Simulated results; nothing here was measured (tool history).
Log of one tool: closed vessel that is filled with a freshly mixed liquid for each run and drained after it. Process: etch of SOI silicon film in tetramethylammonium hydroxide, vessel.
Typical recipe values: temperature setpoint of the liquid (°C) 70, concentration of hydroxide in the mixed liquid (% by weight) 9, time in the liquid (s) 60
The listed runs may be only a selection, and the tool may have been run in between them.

| run | hour | temperature setpoint of the liquid (°C) | concentration of hydroxide in the mixed liquid (% by weight) | time in the liquid (s) | read-back film thickness of the SOI silicon film reference wafer, read on the same gauge (nm) | thickness taken off the SOI silicon film on a monitor wafer (Å) |
|---|---|---|---|---|---|---|
| 1 | 0 | 70 | 9 | 60 | 98.23 | 4649.9 |
| 2 | 20 | 70 | 9 | 60 | 98.16 | 4640.3 |
| 3 | 106.8 | 72.5 | 9 | 90 | 97.83 | 8046.3 |
| 4 | 170.1 | 72.5 | 9 | 90 | 97.56 | 7980.8 |
| 5 | 189.6 | 72.5 | 9 | 90 | 97.49 | 8043.2 |
| 6 | 207.5 | 70 | 9 | 60 | 97.41 | 4627.5 |
| 7 | 239.8 | 70 | 9 | 60 | 97.27 | 4606 |
| 8 | 271.6 | 70 | 9 | 60 | 97.18 | 4591.1 |
| 9 | 307.4 | 70 | 9 | 60 | 97.02 | 4576.8 |
| 10 | 326.3 | 70 | 9 | 60 | 96.89 | 4616.1 |
|  | 344.7 | gauge calibrated |
| 11 | 361.3 | 70 | 9 | 60 | 100.13 | 4732.7 |
| 12 | 393.6 | 70 | 9 | 60 | 100.02 | 4734.7 |
| 13 | 419.6 | 67 | 10.5 | 85 | 99.89 | 5265.6 |
|  | 436.8 | hydroxide flow meter replaced |
| 14 | 446.1 | 70 | 9 | 60 | 99.79 | 4714.7 |
| 15 | 481.2 | 70 | 9 | 60 | 99.67 | 4703.6 |
| 16 | 502.6 | 66.5 | 10 | 50 | 99.55 | 3047.3 |
| 17 | 521.4 | 70 | 7.5 | 50 | 99.49 | 4158.2 |
|  | 540.8 | thermometer replaced |
| 18 | 555.7 | 76.5 | 11 | 90 | 99.39 | 9469 |
| 19 | 568.9 | 67 | 10.5 | 50 | 99.32 | 3096.1 |
| 20 | 591.2 | 70 | 9 | 60 | 99.21 | 4704.6 |
| 21 | 606.7 | 70 | 9 | 60 | 99.14 | 4716.9 |
| 22 | 627.1 | 70 | 9 | 90 | 99.06 | 7025.2 |
| 23 | 653 | 70 | 9 | 60 | 98.95 | 4704.4 |
| 24 | 685.9 | 66.5 | 9 | 30 | 98.83 | 1900.5 |

Below, some changes in thickness taken off the SOI silicon film on a monitor wafer (Å) between adjacent runs. For each, the amount present without the hidden state too (settings, incoming material, random variation) and the amount remaining for the hidden state with gauge scatter not shared by both compared results:
The tool's hidden condition here consists of: liquid colder than its thermometer reads (K); hydroxide flow above the setpoint (%); gauge reads high (%).
Run 2 -> 3: temperature setpoint of the liquid (°C) 70 -> 72.5, time in the liquid (s) 60 -> 90. thickness taken off the SOI silicon film on a monitor wafer (Å) +3406: hidden state -92.8, all else +3498.8.
Run 10 -> 11: gauge calibrated. thickness taken off the SOI silicon film on a monitor wafer (Å) +116.6: hidden state +152.2, all else -35.6.
Run 17 -> 18: temperature setpoint of the liquid (°C) 70 -> 76.5, concentration of hydroxide in the mixed liquid (% by weight) 7.5 -> 11, time in the liquid (s) 50 -> 90, thermometer replaced. thickness taken off the SOI silicon film on a monitor wafer (Å) +5310.8: hidden state -40, all else +5350.8.
Run 18 -> 19: temperature setpoint of the liquid (°C) 76.5 -> 67, concentration of hydroxide in the mixed liquid (% by weight) 11 -> 10.5, time in the liquid (s) 90 -> 50. thickness taken off the SOI silicon film on a monitor wafer (Å) -6372.9: hidden state +39.4, all else -6412.3.
